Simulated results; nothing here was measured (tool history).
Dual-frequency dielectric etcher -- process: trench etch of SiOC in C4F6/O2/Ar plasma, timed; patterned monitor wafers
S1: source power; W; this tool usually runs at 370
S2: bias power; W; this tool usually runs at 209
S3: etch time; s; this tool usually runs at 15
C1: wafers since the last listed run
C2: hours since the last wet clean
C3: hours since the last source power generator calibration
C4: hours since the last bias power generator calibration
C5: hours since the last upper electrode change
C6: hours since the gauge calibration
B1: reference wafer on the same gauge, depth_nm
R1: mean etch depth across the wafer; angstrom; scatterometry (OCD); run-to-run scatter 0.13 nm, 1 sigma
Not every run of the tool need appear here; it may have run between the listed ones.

{"run": 1, "hour": 0.0, "S1": 370, "S2": 209, "S3": 15, "C1": 0, "C2": 37.2, "C3": 2700.9, "C4": 2436.6, "C5": 1634.0, "C6": 1225.2, "B1": 29.78, "R1": 308.0}
{"run": 2, "hour": 52.7, "S1": 370, "S2": 209, "S3": 15, "C1": 1092, "C2": 89.9, "C3": 2753.6, "C4": 2489.3, "C5": 1686.7, "C6": 1277.9, "B1": 29.73, "R1": 310.4}
{"run": 3, "hour": 124.7, "S1": 370, "S2": 209, "S3": 15, "C1": 1492, "C2": 161.9, "C3": 2825.6, "C4": 2561.3, "C5": 1758.7, "C6": 1349.9, "B1": 29.74, "R1": 310.0}
{"run": 4, "hour": 162.0, "S1": 370, "S2": 209, "S3": 15, "C1": 773, "C2": 199.2, "C3": 2862.9, "C4": 2598.6, "C5": 1796.0, "C6": 1387.2, "B1": 29.73, "R1": 308.8}
{"run": 5, "hour": 201.6, "S1": 370, "S2": 209, "S3": 15, "C1": 820, "C2": 238.8, "C3": 2902.5, "C4": 2638.2, "C5": 1835.6, "C6": 1426.8, "B1": 29.75, "R1": 308.0}
{"run": 6, "hour": 271.5, "S1": 370, "S2": 247, "S3": 15, "C1": 1448, "C2": 308.7, "C3": 2972.4, "C4": 2708.1, "C5": 1905.5, "C6": 1496.7, "B1": 29.73, "R1": 328.7}
{"run": 7, "hour": 393.8, "S1": 370, "S2": 247, "S3": 15, "C1": 2535, "C2": 431.0, "C3": 3094.7, "C4": 2830.4, "C5": 2027.8, "C6": 1619.0, "B1": 29.71, "R1": 327.6}
{"hour": 406.9, "done": "source power generator calibrated"}
{"hour": 435.1, "done": "gauge calibrated"}
{"hour": 452.1, "done": "wet clean of the chamber"}
{"run": 8, "hour": 452.6, "S1": 370, "S2": 247, "S3": 15, "C1": 638, "C2": 0.5, "C3": 45.7, "C4": 2889.2, "C5": 2086.6, "C6": 17.5, "B1": 30.28, "R1": 332.5}
{"run": 9, "hour": 477.7, "S1": 370, "S2": 209, "S3": 15, "C1": 520, "C2": 25.6, "C3": 70.8, "C4": 2914.3, "C5": 2111.7, "C6": 42.6, "B1": 30.23, "R1": 313.9}
{"hour": 541.3, "done": "bias power generator calibrated"}
{"run": 10, "hour": 545.5, "S1": 370, "S2": 209, "S3": 15, "C1": 1322, "C2": 93.4, "C3": 138.6, "C4": 4.2, "C5": 2179.5, "C6": 110.4, "B1": 30.15, "R1": 314.4}
{"run": 11, "hour": 583.7, "S1": 370, "S2": 209, "S3": 15, "C1": 791, "C2": 131.6, "C3": 176.8, "C4": 42.4, "C5": 2217.7, "C6": 148.6, "B1": 30.1, "R1": 313.7}
{"run": 12, "hour": 687.8, "S1": 370, "S2": 189, "S3": 15, "C1": 2157, "C2": 235.7, "C3": 280.9, "C4": 146.5, "C5": 2321.8, "C6": 252.7, "B1": 29.98, "R1": 299.6}
{"run": 13, "hour": 736.0, "S1": 370, "S2": 209, "S3": 15, "C1": 999, "C2": 283.9, "C3": 329.1, "C4": 194.7, "C5": 2370.0, "C6": 300.9, "B1": 29.92, "R1": 311.3}
{"run": 14, "hour": 787.2, "S1": 430, "S2": 253, "S3": 15, "C1": 1061, "C2": 335.1, "C3": 380.3, "C4": 245.9, "C5": 2421.2, "C6": 352.1, "B1": 29.9, "R1": 350.9}
{"hour": 846.8, "done": "upper electrode replaced"}
{"run": 15, "hour": 847.3, "S1": 300, "S2": 234, "S3": 19, "C1": 748, "C2": 395.2, "C3": 440.4, "C4": 306.0, "C5": 0.5, "C6": 412.2, "B1": 29.85, "R1": 381.8}
{"run": 16, "hour": 901.2, "S1": 290, "S2": 239, "S3": 19, "C1": 1117, "C2": 449.1, "C3": 494.3, "C4": 359.9, "C5": 54.4, "C6": 466.1, "B1": 29.82, "R1": 380.5}
{"run": 17, "hour": 1002.6, "S1": 370, "S2": 209, "S3": 15, "C1": 2101, "C2": 550.5, "C3": 595.7, "C4": 461.3, "C5": 155.8, "C6": 567.5, "B1": 29.77, "R1": 310.6}
{"hour": 1031.6, "done": "wet clean of the chamber"}
{"run": 18, "hour": 1035.0, "S1": 290, "S2": 239, "S3": 19, "C1": 174, "C2": 3.4, "C3": 628.1, "C4": 493.7, "C5": 188.2, "C6": 599.9, "B1": 29.74, "R1": 378.9}
{"run": 19, "hour": 1085.8, "S1": 370, "S2": 209, "S3": 15, "C1": 1053, "C2": 54.2, "C3": 678.9, "C4": 544.5, "C5": 239.0, "C6": 650.7, "B1": 29.73, "R1": 309.0}
{"run": 20, "hour": 1118.2, "S1": 370, "S2": 231, "S3": 15, "C1": 671, "C2": 86.6, "C3": 711.3, "C4": 576.9, "C5": 271.4, "C6": 683.1, "B1": 29.69, "R1": 319.3}
{"run": 21, "hour": 1168.7, "S1": 370, "S2": 209, "S3": 15, "C1": 1046, "C2": 137.1, "C3": 761.8, "C4": 627.4, "C5": 321.9, "C6": 733.6, "B1": 29.69, "R1": 309.4}
{"run": 22, "hour": 1219.0, "S1": 370, "S2": 209, "S3": 18, "C1": 1042, "C2": 187.4, "C3": 812.1, "C4": 677.7, "C5": 372.2, "C6": 783.9, "B1": 29.67, "R1": 371.5}

Estimate the outcome of run 23 from the log above:
{"run": 23, "hour": 1262.8, "S1": 310, "S2": 209, "S3": 15, "C1": 907, "C2": 231.2, "C3": 855.9, "C4": 721.5, "C5": 416.0, "C6": 827.7, "B1": "?", "R1": "?"}

B1: 29.67
R1: 291.2 angstrom
With the hidden condition absent and the run-to-run variation left alone, this run would have shown R1 298.5 angstrom.
